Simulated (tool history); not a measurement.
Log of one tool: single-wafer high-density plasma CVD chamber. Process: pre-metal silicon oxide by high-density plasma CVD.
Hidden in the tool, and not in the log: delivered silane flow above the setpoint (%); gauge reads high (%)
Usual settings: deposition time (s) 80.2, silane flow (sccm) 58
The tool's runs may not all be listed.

run,hour,deposition time (s),silane flow (sccm),wafers since the last listed run,hours since the silane flow controller was replaced,hours since the gauge calibration,"read-back reference wafer on the same gauge, thickness_nm",mean film thickness on the monitor wafer (Å)
1,0.0,80.2,58,0,1476.4,280.5,491.848,4131.91
2,21.8,80.2,58,475,1498.2,302.3,492.022,4126.81
3,46.5,80.2,58,538,1522.9,327.0,491.841,4103.27
4,82.3,80.2,58,780,1558.7,362.8,491.786,4116.41
5,99.9,80.2,58,383,1576.3,380.4,492.038,4101.48
6,126.7,80.2,58,584,1603.1,407.2,492.106,4117.92
7,154.9,80.2,49,614,1631.3,435.4,492.147,3650.56
8,177.0,80.2,49,481,1653.4,457.5,491.957,3687.46
9,206.2,80.2,52,636,1682.6,486.7,491.937,3804.42
10,227.9,80.2,52,473,1704.3,508.4,492.025,3817.23
11,249.5,80.2,52,470,1725.9,530.0,492.104,3800.20
# hour 270.3: silane flow controller replaced
12,270.9,80.2,53,292,0.6,551.4,492.017,4025.17
13,297.8,80.2,58,586,27.5,578.3,492.311,4271.55
14,325.9,80.2,58,612,55.6,606.4,491.989,4246.36
# hour 357.0: gauge calibrated
15,379.6,90.2,58,1170,109.3,22.6,492.003,4812.27
16,402.1,80.2,58,490,131.8,45.1,492.066,4263.60
17,422.4,80.2,48,442,152.1,65.4,492.005,3751.63
18,443.9,72.5,65,468,173.6,86.9,492.054,4188.92
19,476.0,80.2,58,699,205.7,119.0,491.988,4277.53
20,496.5,90.4,54,446,226.2,139.5,492.056,4583.63
21,513.6,80.2,58,372,243.3,156.6,491.677,4278.16
22,546.6,87.3,51,719,276.3,189.6,491.941,4247.78
23,575.5,90.4,54,630,305.2,218.5,492.102,4566.89
24,611.1,65.3,70,776,340.8,254.1,491.684,3960.33
25,639.7,69.2,67,623,369.4,282.7,491.873,4062.45
26,663.7,80.2,58,523,393.4,306.7,492.133,4264.55
27,699.0,90.1,67,769,428.7,342.0,491.900,5303.33
28,717.3,80.2,47,399,447.0,360.3,492.012,3702.23

Forecast each of these 3 alternatives for the next run:
A,717.7,80.2,58,8,447.4,360.7,?,?
B,717.7,90.9,58,8,447.4,360.7,?,?
C,717.7,65.7,62,8,447.4,360.7,?,?

run,"read-back reference wafer on the same gauge, thickness_nm",mean film thickness on the monitor wafer (Å)
A,491.919,4268.50
B,491.919,4837.98
C,491.919,3661.81
Without the tool's hidden state the same runs would have given:
run,mean film thickness on the monitor wafer (Å)
A,4242.07
B,4808.03
C,3639.13
